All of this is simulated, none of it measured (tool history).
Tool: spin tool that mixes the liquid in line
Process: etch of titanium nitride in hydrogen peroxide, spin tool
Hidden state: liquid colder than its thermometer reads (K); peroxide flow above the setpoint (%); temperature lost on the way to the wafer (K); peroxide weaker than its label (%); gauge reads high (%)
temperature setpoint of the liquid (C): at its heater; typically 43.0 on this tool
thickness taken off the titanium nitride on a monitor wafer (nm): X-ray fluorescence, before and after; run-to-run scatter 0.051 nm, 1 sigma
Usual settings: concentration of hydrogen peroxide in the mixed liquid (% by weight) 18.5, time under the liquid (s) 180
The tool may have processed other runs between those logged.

run     day  temperature setpoint of the liquid (C)  concentration of hydrogen peroxide in the mixed liquid (% by weight)  time under the liquid (s)  wafers since the last listed run  hours since the thermometer was replaced  hours since the peroxide flow meter was replaced  hours since the heated supply line was repaired  hours since the drum of peroxide was connected  hours since the gauge calibration  read-back film thickness of the titanium nitride reference wafer, read on the same gauge (nm)  thickness taken off the titanium nitride on a monitor wafer (nm)
  1   0.000                                    43.0                                                                  18.5                        180                                 0                                    1015.5                                             497.9                                           4090.2                                           307.1                              201.8                                                                                         107.54                                                              5.70
  2   1.171                                    43.0                                                                  18.5                        180                               171                                    1043.6                                             526.0                                           4118.3                                           335.2                              229.9                                                                                         107.30                                                              5.59
  3   3.000                                    43.0                                                                  18.5                        180                               267                                    1087.5                                             569.9                                           4162.2                                           379.1                              273.8                                                                                         107.11                                                              5.59
  4   5.042                                    43.0                                                                  18.5                        180                               298                                    1136.5                                             618.9                                           4211.2                                           428.1                              322.8                                                                                         106.86                                                              5.55
  5   7.846                                    43.0                                                                  20.0                        180                               410                                    1203.8                                             686.2                                           4278.5                                           495.4                              390.1                                                                                         106.55                                                              5.61
  6   9.333                                    43.0                                                                  20.0                        180                               217                                    1239.5                                             721.9                                           4314.2                                           531.1                              425.8                                                                                         106.41                                                              5.70
      9.571  -- new drum of peroxide connected
  7  10.400                                    43.0                                                                  20.0                        180                               150                                    1265.1                                             747.5                                           4339.8                                            19.9                              451.4                                                                                         106.34                                                              5.64
     10.612  -- heated supply line repaired
  8  13.196                                    43.0                                                                  18.5                        180                               403                                    1332.2                                             814.6                                             62.0                                            87.0                              518.5                                                                                         106.18                                                              5.48
  9  14.567                                    43.0                                                                  18.5                        180                               200                                    1365.1                                             847.5                                             94.9                                           119.9                              551.4                                                                                         106.09                                                              5.56
 10  17.183                                    43.0                                                                  18.5                        180                               383                                    1427.9                                             910.3                                            157.7                                           182.7                              614.2                                                                                         105.98                                                              5.53
     18.975  -- peroxide flow meter replaced
 11  19.262                                    49.0                                                                  21.5                        245                               298                                    1477.8                                               6.9                                            207.6                                           232.6                              664.1                                                                                         105.89                                                             12.08
 12  21.050                                    39.0                                                                  21.5                        140                               261                                    1520.7                                              49.8                                            250.5                                           275.5                              707.0                                                                                         105.83                                                              3.30
 13  22.879                                    43.0                                                                  18.5                        180                               267                                    1564.6                                              93.7                                            294.4                                           319.4                              750.9                                                                                         105.77                                                              5.52
 14  25.012                                    43.0                                                                  18.5                        180                               312                                    1615.8                                             144.9                                            345.6                                           370.6                              802.1                                                                                         105.69                                                              5.49
 15  28.000                                    40.5                                                                  21.0                        100                               437                                    1687.5                                             216.6                                            417.3                                           442.3                              873.8                                                                                         105.68                                                              2.59
 16  29.346                                    38.5                                                                  18.5                        180                               197                                    1719.8                                             248.9                                            449.6                                           474.6                              906.1                                                                                         105.64                                                              3.94
     29.675  -- gauge calibrated
     30.812  -- thermometer replaced
 17  30.833                                    43.0                                                                  18.5                        180                               211                                       0.5                                             284.6                                            485.3                                           510.3                               27.8                                                                                         109.80                                                              5.74
 18  32.600                                    43.0                                                                  13.0                        180                               258                                      42.9                                             327.0                                            527.7                                           552.7                               70.2                                                                                         109.32                                                              5.28
 19  34.746                                    43.0                                                                  18.5                        280                               314                                      94.4                                             378.5                                            579.2                                           604.2                              121.7                                                                                         108.78                                                              8.92
 20  37.254                                    34.5                                                                  18.5                        180                               367                                     154.6                                             438.7                                            639.4                                           664.4                              181.9                                                                                         108.29                                                              2.93
     37.579  -- new drum of peroxide connected
 21  39.754                                    39.0                                                                  18.5                         70                               359                                     214.6                                             498.7                                            699.4                                            52.2                              241.9                                                                                         107.89                                                              1.65
 22  42.158                                    43.0                                                                  18.5                        180                               351                                     272.3                                             556.4                                            757.1                                           109.9                              299.6                                                                                         107.55                                                              5.71
 23  43.538                                    43.0                                                                  18.5                         85                               201                                     305.4                                             589.5                                            790.2                                           143.0                              332.7                                                                                         107.42                                                              2.67
 24  45.075                                    39.5                                                                  18.5                         95                               225                                     342.3                                             626.4                                            827.1                                           179.9                              369.6                                                                                         107.27                                                              2.27

What does the tool deliver on the next run?
 25  46.838                                    47.5                                                                  18.5                        230                               258                                     384.6                                             668.7                                            869.4                                           222.2                              411.9                                                                                              ?                                                                 ?

read-back film thickness of the titanium nitride reference wafer, read on the same gauge (nm): 107.10
thickness taken off the titanium nitride on a monitor wafer (nm): 10.01
On a tool with no hidden condition, and with the same random variation, this run would have come out at thickness taken off the titanium nitride on a monitor wafer (nm) 10.28.
